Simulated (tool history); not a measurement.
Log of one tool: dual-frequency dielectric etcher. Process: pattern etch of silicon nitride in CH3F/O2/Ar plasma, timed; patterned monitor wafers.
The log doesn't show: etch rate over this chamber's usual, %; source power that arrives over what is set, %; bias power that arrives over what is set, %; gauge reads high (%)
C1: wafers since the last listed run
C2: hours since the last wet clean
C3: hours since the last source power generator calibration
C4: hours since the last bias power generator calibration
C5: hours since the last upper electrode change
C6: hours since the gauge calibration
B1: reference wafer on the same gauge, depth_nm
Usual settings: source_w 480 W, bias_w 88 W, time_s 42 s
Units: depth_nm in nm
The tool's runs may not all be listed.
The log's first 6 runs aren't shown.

{"run": 7, "day": 5.862, "source_w": 480, "bias_w": 88, "time_s": 42, "C1": 614, "C2": 386, "C3": 1275.9, "C4": 2413.6, "C5": 2541.5, "C6": 642.4, "B1": 31.48, "depth_nm": 30.33}
{"run": 8, "day": 6.388, "source_w": 480, "bias_w": 88, "time_s": 42, "C1": 253, "C2": 398.6, "C3": 1288.5, "C4": 2426.2, "C5": 2554.1, "C6": 655, "B1": 31.51, "depth_nm": 30.51}
{"run": 9, "day": 7.071, "source_w": 480, "bias_w": 88, "time_s": 42, "C1": 330, "C2": 415, "C3": 1304.9, "C4": 2442.6, "C5": 2570.5, "C6": 671.4, "B1": 31.51, "depth_nm": 30.46}
{"run": 10, "day": 7.908, "source_w": 480, "bias_w": 88, "time_s": 42, "C1": 404, "C2": 435.1, "C3": 1325, "C4": 2462.7, "C5": 2590.6, "C6": 691.5, "B1": 31.5, "depth_nm": 30.3}
{"day": 8.975, "done": "wet clean of the chamber"}
{"run": 11, "day": 8.996, "source_w": 480, "bias_w": 88, "time_s": 42, "C1": 42, "C2": 0.5, "C3": 1351.1, "C4": 2488.8, "C5": 2616.7, "C6": 717.6, "B1": 31.47, "depth_nm": 30.81}
{"run": 12, "day": 9.579, "source_w": 480, "bias_w": 88, "time_s": 42, "C1": 281, "C2": 14.5, "C3": 1365.1, "C4": 2502.8, "C5": 2630.7, "C6": 731.6, "B1": 31.51, "depth_nm": 30.7}
{"run": 13, "day": 10.208, "source_w": 370, "bias_w": 73, "time_s": 32.5, "C1": 304, "C2": 29.6, "C3": 1380.2, "C4": 2517.9, "C5": 2645.8, "C6": 746.7, "B1": 31.53, "depth_nm": 19.62}
{"day": 11.162, "done": "gauge calibrated"}
{"run": 14, "day": 11.2, "source_w": 540, "bias_w": 100, "time_s": 53, "C1": 479, "C2": 53.4, "C3": 1404, "C4": 2541.7, "C5": 2669.6, "C6": 0.9, "B1": 31.52, "depth_nm": 43.45}
{"run": 15, "day": 12.604, "source_w": 480, "bias_w": 88, "time_s": 31.5, "C1": 678, "C2": 87.1, "C3": 1437.7, "C4": 2575.4, "C5": 2703.3, "C6": 34.6, "B1": 31.47, "depth_nm": 23.1}
{"run": 16, "day": 13.729, "source_w": 480, "bias_w": 88, "time_s": 37.5, "C1": 543, "C2": 114.1, "C3": 1464.7, "C4": 2602.4, "C5": 2730.3, "C6": 61.6, "B1": 31.49, "depth_nm": 27.65}
{"run": 17, "day": 14.325, "source_w": 480, "bias_w": 88, "time_s": 42, "C1": 287, "C2": 128.4, "C3": 1479, "C4": 2616.7, "C5": 2744.6, "C6": 75.9, "B1": 31.52, "depth_nm": 30.55}
{"run": 18, "day": 15.367, "source_w": 370, "bias_w": 88, "time_s": 42, "C1": 503, "C2": 153.4, "C3": 1504, "C4": 2641.7, "C5": 2769.6, "C6": 100.9, "B1": 31.51, "depth_nm": 27.96}
{"run": 19, "day": 16.817, "source_w": 570, "bias_w": 81, "time_s": 42, "C1": 700, "C2": 188.2, "C3": 1538.8, "C4": 2676.5, "C5": 2804.4, "C6": 135.7, "B1": 31.51, "depth_nm": 31.73}
{"run": 20, "day": 17.404, "source_w": 430, "bias_w": 88, "time_s": 42, "C1": 283, "C2": 202.3, "C3": 1552.9, "C4": 2690.6, "C5": 2818.5, "C6": 149.8, "B1": 31.46, "depth_nm": 29.56}
{"run": 21, "day": 18.388, "source_w": 550, "bias_w": 88, "time_s": 38, "C1": 475, "C2": 225.9, "C3": 1576.5, "C4": 2714.2, "C5": 2842.1, "C6": 173.4, "B1": 31.5, "depth_nm": 29.17}
{"day": 19.988, "done": "upper electrode replaced"}
{"run": 22, "day": 20.008, "source_w": 400, "bias_w": 88, "time_s": 42, "C1": 300, "C2": 264.8, "C3": 1615.4, "C4": 2753.1, "C5": 0.5, "C6": 212.3, "B1": 31.49, "depth_nm": 28.32}
{"run": 23, "day": 20.558, "source_w": 480, "bias_w": 88, "time_s": 47, "C1": 265, "C2": 278, "C3": 1628.6, "C4": 2766.3, "C5": 13.7, "C6": 225.5, "B1": 31.46, "depth_nm": 34.08}
{"run": 24, "day": 21.262, "source_w": 550, "bias_w": 67, "time_s": 34.5, "C1": 340, "C2": 294.9, "C3": 1645.5, "C4": 2783.2, "C5": 30.6, "C6": 242.4, "B1": 31.5, "depth_nm": 22.99}
{"day": 21.542, "done": "bias power generator calibrated"}
{"day": 21.867, "done": "source power generator calibrated"}
{"run": 25, "day": 22.221, "source_w": 480, "bias_w": 88, "time_s": 42, "C1": 302, "C2": 317.9, "C3": 8.5, "C4": 16.3, "C5": 53.6, "C6": 265.4, "B1": 31.52, "depth_nm": 30.5}
{"run": 26, "day": 23.475, "source_w": 550, "bias_w": 74, "time_s": 42, "C1": 606, "C2": 348, "C3": 38.6, "C4": 46.4, "C5": 83.7, "C6": 295.5, "B1": 31.51, "depth_nm": 29.63}
{"run": 27, "day": 24.346, "source_w": 480, "bias_w": 106, "time_s": 34, "C1": 420, "C2": 368.9, "C3": 59.5, "C4": 67.3, "C5": 104.6, "C6": 316.4, "B1": 31.53, "depth_nm": 27.25}
{"run": 28, "day": 25.267, "source_w": 440, "bias_w": 88, "time_s": 42, "C1": 445, "C2": 391, "C3": 81.6, "C4": 89.4, "C5": 126.7, "C6": 338.5, "B1": 31.53, "depth_nm": 29.28}
{"run": 29, "day": 26.608, "source_w": 480, "bias_w": 88, "time_s": 42, "C1": 648, "C2": 423.2, "C3": 113.8, "C4": 121.6, "C5": 158.9, "C6": 370.7, "B1": 31.48, "depth_nm": 30.34}
{"day": 29.762, "done": "wet clean of the chamber"}
{"run": 30, "day": 29.783, "source_w": 530, "bias_w": 88, "time_s": 42, "C1": 1051, "C2": 0.5, "C3": 190, "C4": 197.8, "C5": 235.1, "C6": 446.9, "B1": 31.48, "depth_nm": 32.37}

Forecast each of these 4 alternatives for the next run:
{"run": "A", "day": 29.8, "source_w": 480, "bias_w": 97, "time_s": 42, "C1": 8, "C2": 0.9, "C3": 190.4, "C4": 198.2, "C5": 235.5, "C6": 447.3, "B1": "?", "depth_nm": "?"}
{"run": "B", "day": 29.8, "source_w": 410, "bias_w": 88, "time_s": 48.5, "C1": 8, "C2": 0.9, "C3": 190.4, "C4": 198.2, "C5": 235.5, "C6": 447.3, "B1": "?", "depth_nm": "?"}
{"run": "C", "day": 29.8, "source_w": 480, "bias_w": 107, "time_s": 42, "C1": 8, "C2": 0.9, "C3": 190.4, "C4": 198.2, "C5": 235.5, "C6": 447.3, "B1": "?", "depth_nm": "?"}
{"run": "D", "day": 29.8, "source_w": 440, "bias_w": 105, "time_s": 46.5, "C1": 8, "C2": 0.9, "C3": 190.4, "C4": 198.2, "C5": 235.5, "C6": 447.3, "B1": "?", "depth_nm": "?"}

run=A B1=31.47 depth_nm=32.46
run=B B1=31.47 depth_nm=33.6
run=C B1=31.47 depth_nm=34.04
run=D B1=31.47 depth_nm=36.11
Without the tool's hidden state the same runs would have given:
run=A depth_nm=32.53
run=B depth_nm=33.68
run=C depth_nm=34.12
run=D depth_nm=36.2
